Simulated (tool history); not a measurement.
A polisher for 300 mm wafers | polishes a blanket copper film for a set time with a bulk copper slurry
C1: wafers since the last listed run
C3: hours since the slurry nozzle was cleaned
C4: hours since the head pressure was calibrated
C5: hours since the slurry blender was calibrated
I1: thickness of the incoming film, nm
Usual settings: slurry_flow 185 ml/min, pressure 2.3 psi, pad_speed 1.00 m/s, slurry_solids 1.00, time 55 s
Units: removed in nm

run 1 hour=0.0 | slurry_flow=185 pressure=2.3 pad_speed=1.00 slurry_solids=1.15 time=55 | C1=0 wafers_polished_on_this_pad=1877 C3=480.2 C4=880.0 C5=393.9 | I1=4060.3 | removed=421.2
run 2 hour=63.7 | slurry_flow=185 pressure=2.3 pad_speed=1.00 slurry_solids=1.00 time=55 | C1=372 wafers_polished_on_this_pad=2250 C3=543.9 C4=943.7 C5=457.6 | I1=4082.3 | removed=415.7
-- hour=74.7 head pressure recalibrated
run 3 hour=114.8 | slurry_flow=185 pressure=2.3 pad_speed=1.00 slurry_solids=1.00 time=55 | C1=287 wafers_polished_on_this_pad=2537 C3=595.0 C4=40.1 C5=508.7 | I1=3964.7 | removed=414.5
run 4 hour=192.0 | slurry_flow=185 pressure=2.3 pad_speed=1.00 slurry_solids=1.00 time=55 | C1=451 wafers_polished_on_this_pad=2989 C3=672.2 C4=117.3 C5=585.9 | I1=4020.3 | removed=409.5
run 5 hour=244.5 | slurry_flow=185 pressure=2.3 pad_speed=1.12 slurry_solids=1.00 time=55 | C1=307 wafers_polished_on_this_pad=3296 C3=724.7 C4=169.8 C5=638.4 | I1=4080.5 | removed=463.3
-- hour=278.5 slurry nozzle cleaned
run 6 hour=307.1 | slurry_flow=185 pressure=2.3 pad_speed=0.78 slurry_solids=1.00 time=55 | C1=360 wafers_polished_on_this_pad=3657 C3=28.6 C4=232.4 C5=701.0 | I1=4032.4 | removed=320.2
-- hour=319.8 slurry blender recalibrated
-- hour=341.4 worn pad replaced by a new one
run 7 hour=402.8 | slurry_flow=185 pressure=2.3 pad_speed=0.78 slurry_solids=1.00 time=55 | C1=524 wafers_polished_on_this_pad=359 C3=124.3 C4=328.1 C5=83.0 | I1=4071.5 | removed=324.4
run 8 hour=507.2 | slurry_flow=185 pressure=2.3 pad_speed=0.78 slurry_solids=1.00 time=55 | C1=610 wafers_polished_on_this_pad=969 C3=228.7 C4=432.5 C5=187.4 | I1=4054.5 | removed=321.7
run 9 hour=789.1 | slurry_flow=215 pressure=2.6 pad_speed=0.78 slurry_solids=1.00 time=55 | C1=1649 wafers_polished_on_this_pad=2619 C3=510.6 C4=714.4 C5=469.3 | I1=3994.7 | removed=358.2
run 10 hour=833.8 | slurry_flow=185 pressure=1.9 pad_speed=0.70 slurry_solids=1.00 time=55 | C1=261 wafers_polished_on_this_pad=2881 C3=555.3 C4=759.1 C5=514.0 | I1=4071.2 | removed=253.9
-- hour=931.1 head pressure recalibrated
run 11 hour=931.6 | slurry_flow=150 pressure=2.3 pad_speed=1.32 slurry_solids=1.00 time=60 | C1=560 wafers_polished_on_this_pad=3441 C3=653.1 C4=0.5 C5=611.8 | I1=4120.3 | removed=571.3
-- hour=956.0 slurry blender recalibrated
-- hour=961.5 worn pad replaced by a new one
-- hour=967.7 slurry nozzle cleaned
run 12 hour=968.2 | slurry_flow=245 pressure=3.1 pad_speed=0.78 slurry_solids=1.00 time=73 | C1=173 wafers_polished_on_this_pad=33 C3=0.5 C4=37.1 C5=12.2 | I1=4085.0 | removed=557.6
run 13 hour=1047.3 | slurry_flow=185 pressure=2.3 pad_speed=1.00 slurry_solids=1.00 time=55 | C1=462 wafers_polished_on_this_pad=496 C3=79.6 C4=116.2 C5=91.3 | I1=3986.3 | removed=407.7
run 14 hour=1088.5 | slurry_flow=215 pressure=1.5 pad_speed=1.00 slurry_solids=1.00 time=74 | C1=241 wafers_polished_on_this_pad=737 C3=120.8 C4=157.4 C5=132.5 | I1=4043.9 | removed=432.6
run 15 hour=1322.9 | slurry_flow=150 pressure=2.3 pad_speed=1.00 slurry_solids=1.00 time=55 | C1=1371 wafers_polished_on_this_pad=2109 C3=355.2 C4=391.8 C5=366.9 | I1=4050.0 | removed=390.0
run 16 hour=1421.8 | slurry_flow=205 pressure=3.1 pad_speed=0.86 slurry_solids=1.00 time=42 | C1=578 wafers_polished_on_this_pad=2687 C3=454.1 C4=490.7 C5=465.8 | I1=4123.7 | removed=344.5
run 17 hour=1467.6 | slurry_flow=185 pressure=1.7 pad_speed=1.00 slurry_solids=1.00 time=55 | C1=268 wafers_polished_on_this_pad=2955 C3=499.9 C4=536.5 C5=511.6 | I1=4125.9 | removed=332.1
run 18 hour=1535.1 | slurry_flow=185 pressure=2.3 pad_speed=1.00 slurry_solids=0.75 time=55 | C1=395 wafers_polished_on_this_pad=3350 C3=567.4 C4=604.0 C5=579.1 | I1=4078.0 | removed=402.4
-- hour=1568.1 worn pad replaced by a new one
run 19 hour=1610.6 | slurry_flow=250 pressure=2.3 pad_speed=1.00 slurry_solids=1.25 time=55 | C1=418 wafers_polished_on_this_pad=248 C3=642.9 C4=679.5 C5=654.6 | I1=4025.5 | removed=435.5
-- hour=1617.4 slurry nozzle cleaned
-- hour=1687.3 head pressure recalibrated
-- hour=1689.0 slurry blender recalibrated
run 20 hour=1717.7 | slurry_flow=185 pressure=1.9 pad_speed=0.70 slurry_solids=1.00 time=55 | C1=598 wafers_polished_on_this_pad=847 C3=100.3 C4=30.4 C5=28.7 | I1=4092.5 | removed=253.6
run 21 hour=1788.0 | slurry_flow=210 pressure=3.1 pad_speed=1.00 slurry_solids=1.25 time=69 | C1=411 wafers_polished_on_this_pad=1259 C3=170.6 C4=100.7 C5=99.0 | I1=4083.3 | removed=684.1
run 22 hour=1882.2 | slurry_flow=185 pressure=2.9 pad_speed=1.00 slurry_solids=1.00 time=42 | C1=551 wafers_polished_on_this_pad=1810 C3=264.8 C4=194.9 C5=193.2 | I1=4005.5 | removed=376.5
run 23 hour=1973.0 | slurry_flow=250 pressure=2.3 pad_speed=1.00 slurry_solids=1.25 time=55 | C1=531 wafers_polished_on_this_pad=2341 C3=355.6 C4=285.7 C5=284.0 | I1=4102.1 | removed=456.3
run 24 hour=2019.7 | slurry_flow=205 pressure=2.3 pad_speed=1.00 slurry_solids=1.00 time=44 | C1=273 wafers_polished_on_this_pad=2615 C3=402.3 C4=332.4 C5=330.7 | I1=4031.4 | removed=335.9

Run 25 comes next. What will it give?
run 25 hour=2061.0 | slurry_flow=235 pressure=2.3 pad_speed=1.26 slurry_solids=0.90 time=66 | C1=241 wafers_polished_on_this_pad=2856 C3=443.6 C4=373.7 C5=372.0 | I1=4029.1 | removed=?

Run 25 gave removed 634.3 nm.
Without the tool's hidden state the same run would have given removed 634.3 nm.
